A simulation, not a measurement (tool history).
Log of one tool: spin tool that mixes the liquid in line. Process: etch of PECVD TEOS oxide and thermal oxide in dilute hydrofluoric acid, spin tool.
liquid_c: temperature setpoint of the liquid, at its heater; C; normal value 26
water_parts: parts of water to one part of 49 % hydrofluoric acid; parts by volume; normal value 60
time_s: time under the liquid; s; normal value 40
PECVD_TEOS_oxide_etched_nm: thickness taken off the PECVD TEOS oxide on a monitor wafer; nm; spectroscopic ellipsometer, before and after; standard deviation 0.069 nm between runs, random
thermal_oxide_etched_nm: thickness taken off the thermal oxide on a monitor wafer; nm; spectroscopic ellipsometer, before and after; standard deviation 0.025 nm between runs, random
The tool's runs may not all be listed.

run	hour	liquid_c	water_parts	time_s	wafers since the last listed run	hours since the thermometer was replaced	hours since the hydrofluoric acid flow meter was replaced	hours since the gauge calibration	read-back film thickness of the PECVD TEOS oxide reference wafer, read on the same gauge (nm)	read-back film thickness of the thermal oxide reference wafer, read on the same gauge (nm)	PECVD_TEOS_oxide_etched_nm	thermal_oxide_etched_nm
1	0	26	60	35	0	976	1527.3	3892.2	129.98	80.021	10.83	3.757
# hour 67.3: hydrofluoric acid flow meter replaced
2	67.7	26	60	35	1179	1043.7	0.4	3959.9	129.99	80.005	10.16	3.547
3	114.8	26	35	40	832	1090.8	47.5	4007	129.97	79.977	20.91	7.119
# hour 157.3: gauge calibrated
4	221.2	31	60	45	1881	1197.2	153.9	63.9	129.99	79.987	15.93	5.576
5	301.3	26	70	60	1416	1277.3	234	144	129.98	79.996	14.94	5.192
6	400.2	26	60	40	1748	1376.2	332.9	242.9	129.99	80.013	11.65	4.101
# hour 491.6: thermometer replaced
7	492.1	30	60	40	1607	0.5	424.8	334.8	130.01	79.995	13.86	4.821
8	530.4	26	70	60	677	38.8	463.1	373.1	129.99	79.99	14.95	5.253
9	591.8	26	60	40	1085	100.2	524.5	434.5	130.01	80	11.87	4.203
10	669.4	24.5	80	20	1372	177.8	602.1	512.1	130.02	80.017	4.13	1.451
11	760.3	30.5	80	65	1607	268.7	693	603	129.99	80.003	17	5.89
12	826.4	29	70	30	1168	334.8	759.1	669.1	130	80.025	8.6	3.022
13	929	23	40	25	1814	437.4	861.7	771.7	129.99	79.999	10.28	3.586
14	1094.8	26	60	40	2931	603.2	1027.5	937.5	130.02	80.003	12.31	4.264
15	1177.5	26	45	55	1462	685.9	1110.2	1020.2	130.03	80.018	23.19	8.05
16	1272.4	26	80	60	1677	780.8	1205.1	1115.1	129.98	79.963	13.57	4.751
17	1364.9	24.5	40	20	1635	873.3	1297.6	1207.6	130	79.996	8.97	3.126
# hour 1455.9: hydrofluoric acid flow meter replaced
18	1464.6	26	60	40	1745	973	8.7	1307.3	129.99	80.037	11.52	3.997
19	1547.7	26	60	15	1469	1056.1	91.8	1390.4	129.99	80.001	4.29	1.505
20	1649.9	26	60	30	1806	1158.3	194	1492.6	130.03	80.045	8.69	3.004
21	1740.2	28	75	40	1596	1248.6	284.3	1582.9	130.01	79.988	9.84	3.48
22	1837.5	29.5	45	40	1720	1345.9	381.6	1680.2	129.97	79.981	18.18	6.407
# hour 1887.2: thermometer replaced
23	1937.9	26	60	50	1757	50.7	482	1780.6	129.96	80.003	14.64	5.169
24	2026.7	26	60	40	1570	139.5	570.8	1869.4	130.01	79.978	11.82	4.101
25	2105.3	26	60	40	1389	218.1	649.4	1948	129.97	79.997	11.72	4.126
26	2160.5	26	60	25	975	273.3	704.6	2003.2	130.01	80.024	7.41	2.612

A few steps of PECVD_TEOS_oxide_etched_nm between consecutive runs. Split each: what settings, incoming material and random variation would produce without the hidden state, and what is left over for the hidden state, along with gauge scatter present in only one of the two compared results (measured, and without hidden state):
Hidden state at play: liquid colder than its thermometer reads (K); hydrofluoric acid flow above the setpoint (%); gauge reads high (%).
Run 1 -> 2: hydrofluoric acid flow meter replaced. PECVD_TEOS_oxide_etched_nm -0.67 nm: hidden state -0.74, all else +0.07.
Run 10 -> 11: liquid_c 24.5 -> 30.5, time_s 20 -> 65. PECVD_TEOS_oxide_etched_nm +12.87 nm: hidden state +0.66, all else +12.21.
Run 14 -> 15: water_parts 60 -> 45, time_s 40 -> 55. PECVD_TEOS_oxide_etched_nm +10.88 nm: hidden state +0.76, all else +10.12.
